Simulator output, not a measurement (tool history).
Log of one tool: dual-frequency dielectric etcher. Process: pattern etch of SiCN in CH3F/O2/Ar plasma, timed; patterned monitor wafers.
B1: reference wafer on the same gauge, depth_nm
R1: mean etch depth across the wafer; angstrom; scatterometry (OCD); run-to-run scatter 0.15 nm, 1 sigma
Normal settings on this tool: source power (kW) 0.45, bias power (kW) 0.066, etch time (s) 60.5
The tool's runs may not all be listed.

Run 1, hour 0: usual settings but bias power (kW) 0.056, etch time (s) 48.5; B1 18.02. Result: R1 166.6 angstrom.
Run 2, hour 34.7: usual settings but bias power (kW) 0.056, etch time (s) 48.5; B1 18.01. Result: R1 167.4 angstrom.
Run 3, hour 53: usual settings but etch time (s) 64.5; B1 18. Result: R1 241.5 angstrom.
Run 4, hour 77: usual settings but source power (kW) 0.39; B1 18.01. Result: R1 217.4 angstrom.
Run 5, hour 92.4: usual settings; B1 18.02. Result: R1 227.2 angstrom.
Run 6, hour 121.9: usual settings; B1 18.02. Result: R1 232.5 angstrom.
Run 7, hour 154.6: usual settings; B1 17.98. Result: R1 227.8 angstrom.
Run 8, hour 187.4: usual settings; B1 17.99. Result: R1 231.4 angstrom.
Run 9, hour 212.2: usual settings; B1 17.99. Result: R1 229.7 angstrom.
Run 10, hour 226: usual settings; B1 18.03. Result: R1 231 angstrom.
At hour 243.5: bias power generator calibrated.
Run 11, hour 244: usual settings but source power (kW) 0.53; B1 17.99. Result: R1 243.6 angstrom.
Run 12, hour 267.6: usual settings but source power (kW) 0.54, etch time (s) 67.5; B1 18.01. Result: R1 278.7 angstrom.
Run 13, hour 301.3: usual settings but source power (kW) 0.37, bias power (kW) 0.06; B1 17.95. Result: R1 204.8 angstrom.
Run 14, hour 324.5: usual settings but source power (kW) 0.37, bias power (kW) 0.051, etch time (s) 43.5; B1 18.02. Result: R1 137.2 angstrom.
At hour 324.6: gauge calibrated.
At hour 351.2: upper electrode replaced, of another model than before.
Run 15, hour 351.7: usual settings but bias power (kW) 0.053; B1 17.97. Result: R1 218.1 angstrom.
Run 16, hour 355.8: usual settings but source power (kW) 0.36, bias power (kW) 0.055; B1 17.98. Result: R1 194 angstrom.
Run 17, hour 376.7: usual settings; B1 18. Result: R1 232.4 angstrom.
At hour 399.5: source power generator calibrated.
At hour 414.9: wet clean of the chamber.
Run 18, hour 415.4: usual settings but etch time (s) 73.5; B1 18.02. Result: R1 265.4 angstrom.
Run 19, hour 430.9: usual settings but source power (kW) 0.52, bias power (kW) 0.074, etch time (s) 47.5; B1 18.01. Result: R1 193.8 angstrom.
Run 20, hour 454.5: usual settings but source power (kW) 0.55, etch time (s) 49; B1 18.03. Result: R1 197.2 angstrom.
Run 21, hour 486: usual settings; B1 17.98. Result: R1 220.8 angstrom.
Run 22, hour 509.9: usual settings; B1 18. Result: R1 222.2 angstrom.
Run 23, hour 530.5: usual settings but source power (kW) 0.5, bias power (kW) 0.08; B1 18. Result: R1 253.4 angstrom.

For each run, the measured value with the value that run would have given without the tool's hidden condition subtracted. The run-to-run variation is shared by both, the gauge scatter possibly not:
What the log doesn't record here: etch rate over this chamber's usual, %; source power that arrives over what is set, %; bias power that arrives over what is set, %; gauge reads high (%).
run     R1
  1   +3.2
  2   +3.7
  3   +5.7
  4   +5.5
  5     +6
  6   +6.7
  7   +7.2
  8   +7.8
  9   +8.2
 10   +8.5
 11   +9.3
 12  +11.2
 13   +8.7
 14   +6.1
 15  +10.1
 16   +9.1
 17  +11.2
 18   -2.3
 19   -1.4
 20     -1
 21   -0.6
 22   -0.2
 23   +0.2
